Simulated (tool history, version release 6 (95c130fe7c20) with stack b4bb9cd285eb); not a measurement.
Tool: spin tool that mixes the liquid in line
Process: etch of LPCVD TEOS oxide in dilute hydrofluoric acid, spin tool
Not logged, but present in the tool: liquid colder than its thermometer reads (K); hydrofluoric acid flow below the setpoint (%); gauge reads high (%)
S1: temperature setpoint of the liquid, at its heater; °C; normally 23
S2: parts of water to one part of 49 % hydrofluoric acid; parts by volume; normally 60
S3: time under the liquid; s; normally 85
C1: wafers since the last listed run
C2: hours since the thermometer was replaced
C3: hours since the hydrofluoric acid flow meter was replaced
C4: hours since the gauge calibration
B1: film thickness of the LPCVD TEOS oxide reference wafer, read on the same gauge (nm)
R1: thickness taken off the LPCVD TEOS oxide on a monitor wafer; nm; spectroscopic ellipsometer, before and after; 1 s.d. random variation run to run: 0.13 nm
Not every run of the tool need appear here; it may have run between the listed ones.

run	day	S1	S2	S3	C1	C2	C3	C4	B1	R1
1	0	23	60	65	0	382.4	245.2	975.8	60.01	15.39
2	2.538	23	60	65	422	443.3	306.1	1036.7	60.01	15.39
3	4.512	23	60	85	328	490.7	353.5	1084.1	60.02	20.14
4	6.825	23	60	85	384	546.2	409	1139.6	59.99	19.85
5	9.125	23	70	85	382	601.4	464.2	1194.8	59.98	16.8
6	11.196	23	70	85	344	651.1	513.9	1244.5	59.99	16.64
7	13.375	25	60	70	362	703.4	566.2	1296.8	60	17.62
8	14.971	25	60	70	265	741.7	604.5	1335.1	60	17.55
# day 16.592: gauge calibrated
9	16.75	25	60	70	295	784.4	647.2	3.8	60	17.63
# day 17.883: hydrofluoric acid flow meter replaced
10	18.879	23	60	85	347	835.5	23.9	54.9	60	20.67
11	20.8	23	60	85	319	881.6	70	101	60	20.7
12	22.454	23	60	85	275	921.3	109.7	140.7	60	20.42
13	24.4	23	60	85	323	968	156.4	187.4	60.01	20.46
# day 25.346: thermometer replaced
14	25.704	27	50	85	210	8.6	187.7	218.7	59.99	29.15
15	27.846	23	60	85	356	60	239.1	270.1	60	20.45
16	29.075	20	60	85	204	89.5	268.6	299.6	59.98	17.85
17	30.538	23	60	55	243	124.6	303.7	334.7	60.03	13.1
18	33.1	20.5	50	100	426	186.1	365.2	396.2	60.03	26.05
19	37.942	26.5	60	85	805	302.3	481.4	512.4	60.03	22.67
20	39.6	24.5	50	85	275	342.1	521.2	552.2	60	25.48
21	41.483	23	40	85	313	387.3	566.4	597.4	59.99	30.5
22	43.283	23	60	85	299	430.5	609.6	640.6	60.01	19.59
23	46.25	23	60	45	493	501.7	680.8	711.8	59.99	10.27
24	47.779	23	45	85	254	538.4	717.5	748.5	59.98	26.28
25	50.188	23	60	110	400	596.2	775.3	806.3	59.98	24.98
26	51.525	23	60	85	222	628.3	807.4	838.4	60	19.1
27	52.888	23	60	85	226	661	840.1	871.1	60	19.06

Take each entry between the runs: how does the hidden state at the last listed run before it differ from the hidden state at the first listed run after it?
Runs 8 to 9: gauge calibrated (day 16.592)
  hydrofluoric acid flow below the setpoint (%): 5.63 -> 6
  the result without the hidden state subtracted from the measured one, R1: -1.14 -> -1.23 nm
Runs 9 to 10: hydrofluoric acid flow meter replaced (day 17.883)
  hydrofluoric acid flow below the setpoint (%): 6 -> 0.268
  the result without the hidden state subtracted from the measured one, R1: -1.23 -> -0.06 nm
Runs 13 to 14: thermometer replaced (day 25.346)
  hydrofluoric acid flow below the setpoint (%): 1.41 -> 1.68
  the result without the hidden state subtracted from the measured one, R1: -0.31 -> -0.53 nm
